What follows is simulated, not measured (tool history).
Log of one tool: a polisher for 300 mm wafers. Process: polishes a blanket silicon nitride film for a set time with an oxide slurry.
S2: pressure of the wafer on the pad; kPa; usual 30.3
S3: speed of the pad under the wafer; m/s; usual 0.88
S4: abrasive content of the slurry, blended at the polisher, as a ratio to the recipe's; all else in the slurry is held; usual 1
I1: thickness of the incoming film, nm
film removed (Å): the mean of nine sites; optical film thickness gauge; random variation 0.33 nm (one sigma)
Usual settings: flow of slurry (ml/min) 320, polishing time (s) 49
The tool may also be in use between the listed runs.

{"run": 1, "hour": 0.0, "flow of slurry (ml/min)": 320, "S2": 30.3, "S3": 0.78, "S4": 1, "polishing time (s)": 49, "I1": 266.5, "film removed (Å)": 307}
{"hour": 5.2, "done": "conditioning disc replaced and pad reconditioned"}
{"run": 2, "hour": 35.3, "flow of slurry (ml/min)": 320, "S2": 24.8, "S3": 0.88, "S4": 1, "polishing time (s)": 37, "I1": 273.8, "film removed (Å)": 201}
{"hour": 49.1, "done": "slurry nozzle cleaned"}
{"hour": 88.3, "done": "slurry blender recalibrated"}
{"run": 3, "hour": 88.8, "flow of slurry (ml/min)": 320, "S2": 24.8, "S3": 0.88, "S4": 1, "polishing time (s)": 37, "I1": 270.4, "film removed (Å)": 197}
{"run": 4, "hour": 119.3, "flow of slurry (ml/min)": 320, "S2": 24.8, "S3": 0.88, "S4": 1, "polishing time (s)": 37, "I1": 271.5, "film removed (Å)": 198}
{"run": 5, "hour": 170.3, "flow of slurry (ml/min)": 320, "S2": 30.3, "S3": 0.88, "S4": 1, "polishing time (s)": 49, "I1": 270.4, "film removed (Å)": 319}
{"run": 6, "hour": 227.4, "flow of slurry (ml/min)": 320, "S2": 30.3, "S3": 0.88, "S4": 1, "polishing time (s)": 49, "I1": 267.5, "film removed (Å)": 321}
{"hour": 238.0, "done": "conditioning disc replaced and pad reconditioned"}
{"hour": 242.6, "done": "worn pad replaced by a new one"}
{"run": 7, "hour": 287.8, "flow of slurry (ml/min)": 320, "S2": 30.3, "S3": 0.88, "S4": 1, "polishing time (s)": 49, "I1": 270.6, "film removed (Å)": 316}
{"hour": 307.2, "done": "slurry blender recalibrated"}
{"run": 8, "hour": 321.5, "flow of slurry (ml/min)": 320, "S2": 30.3, "S3": 0.88, "S4": 1, "polishing time (s)": 49, "I1": 270.3, "film removed (Å)": 313}
{"run": 9, "hour": 353.5, "flow of slurry (ml/min)": 320, "S2": 30.3, "S3": 0.88, "S4": 1, "polishing time (s)": 49, "I1": 271.3, "film removed (Å)": 315}
{"run": 10, "hour": 401.5, "flow of slurry (ml/min)": 320, "S2": 30.3, "S3": 0.88, "S4": 1, "polishing time (s)": 42, "I1": 270.9, "film removed (Å)": 269}
{"run": 11, "hour": 439.1, "flow of slurry (ml/min)": 375, "S2": 30.3, "S3": 0.7, "S4": 0.9, "polishing time (s)": 49, "I1": 267.2, "film removed (Å)": 255}
{"hour": 456.9, "done": "worn pad replaced by a new one"}
{"hour": 475.9, "done": "conditioning disc replaced and pad reconditioned"}
{"run": 12, "hour": 484.8, "flow of slurry (ml/min)": 320, "S2": 22.8, "S3": 0.88, "S4": 1, "polishing time (s)": 49, "I1": 269.4, "film removed (Å)": 231}
{"hour": 488.0, "done": "slurry nozzle cleaned"}
{"hour": 553.9, "done": "slurry blender recalibrated"}
{"hour": 627.0, "done": "head pressure recalibrated"}
{"run": 13, "hour": 683.6, "flow of slurry (ml/min)": 320, "S2": 30.3, "S3": 0.88, "S4": 1, "polishing time (s)": 49, "I1": 269.6, "film removed (Å)": 333}
{"hour": 720.1, "done": "worn pad replaced by a new one"}
{"run": 14, "hour": 754.7, "flow of slurry (ml/min)": 320, "S2": 30.3, "S3": 0.88, "S4": 1, "polishing time (s)": 64, "I1": 267.6, "film removed (Å)": 443}
{"hour": 766.7, "done": "conditioning disc replaced and pad reconditioned"}
{"run": 15, "hour": 800.1, "flow of slurry (ml/min)": 235, "S2": 30.3, "S3": 0.88, "S4": 1, "polishing time (s)": 65, "I1": 273.3, "film removed (Å)": 441}
{"hour": 811.5, "done": "slurry blender recalibrated"}
{"run": 16, "hour": 837.5, "flow of slurry (ml/min)": 285, "S2": 30.3, "S3": 0.88, "S4": 1, "polishing time (s)": 58, "I1": 268.1, "film removed (Å)": 391}
{"run": 17, "hour": 873.9, "flow of slurry (ml/min)": 320, "S2": 26.2, "S3": 0.88, "S4": 1, "polishing time (s)": 49, "I1": 267.1, "film removed (Å)": 291}
{"hour": 938.6, "done": "worn pad replaced by a new one"}
{"run": 18, "hour": 941.9, "flow of slurry (ml/min)": 320, "S2": 30.3, "S3": 0.88, "S4": 1, "polishing time (s)": 49, "I1": 270.4, "film removed (Å)": 336}
{"hour": 949.0, "done": "slurry nozzle cleaned"}
{"run": 19, "hour": 977.9, "flow of slurry (ml/min)": 320, "S2": 24.1, "S3": 0.88, "S4": 1, "polishing time (s)": 49, "I1": 272.2, "film removed (Å)": 265}
{"run": 20, "hour": 1011.5, "flow of slurry (ml/min)": 380, "S2": 30.3, "S3": 0.88, "S4": 0.8, "polishing time (s)": 49, "I1": 270.1, "film removed (Å)": 273}
{"hour": 1060.3, "done": "conditioning disc replaced and pad reconditioned"}
{"hour": 1066.2, "done": "slurry blender recalibrated"}
{"hour": 1170.7, "done": "worn pad replaced by a new one"}
{"run": 21, "hour": 1204.4, "flow of slurry (ml/min)": 350, "S2": 23.4, "S3": 0.88, "S4": 1.25, "polishing time (s)": 61, "I1": 270.6, "film removed (Å)": 372}

4 ways to go on from here, each from the tool as it stands after run 21. What would each give?
{"run": "A", "hour": 1204.8, "flow of slurry (ml/min)": 225, "S2": 30.3, "S3": 0.88, "S4": 1, "polishing time (s)": 49, "I1": 272.2, "film removed (Å)": "?"}
{"run": "B", "hour": 1204.8, "flow of slurry (ml/min)": 320, "S2": 30.3, "S3": 0.88, "S4": 1, "polishing time (s)": 41, "I1": 272.2, "film removed (Å)": "?"}
{"run": "C", "hour": 1204.8, "flow of slurry (ml/min)": 320, "S2": 25.5, "S3": 0.88, "S4": 1, "polishing time (s)": 38, "I1": 272.2, "film removed (Å)": "?"}
{"run": "D", "hour": 1204.8, "flow of slurry (ml/min)": 415, "S2": 25.5, "S3": 0.88, "S4": 1.15, "polishing time (s)": 57, "I1": 272.2, "film removed (Å)": "?"}

run=A film_removed_(Å)=327
run=B film_removed_(Å)=278
run=C film_removed_(Å)=217
run=D film_removed_(Å)=363
Without the tool's hidden state the same runs would have given:
run=A film_removed_(Å)=330
run=B film_removed_(Å)=281
run=C film_removed_(Å)=219
run=D film_removed_(Å)=367

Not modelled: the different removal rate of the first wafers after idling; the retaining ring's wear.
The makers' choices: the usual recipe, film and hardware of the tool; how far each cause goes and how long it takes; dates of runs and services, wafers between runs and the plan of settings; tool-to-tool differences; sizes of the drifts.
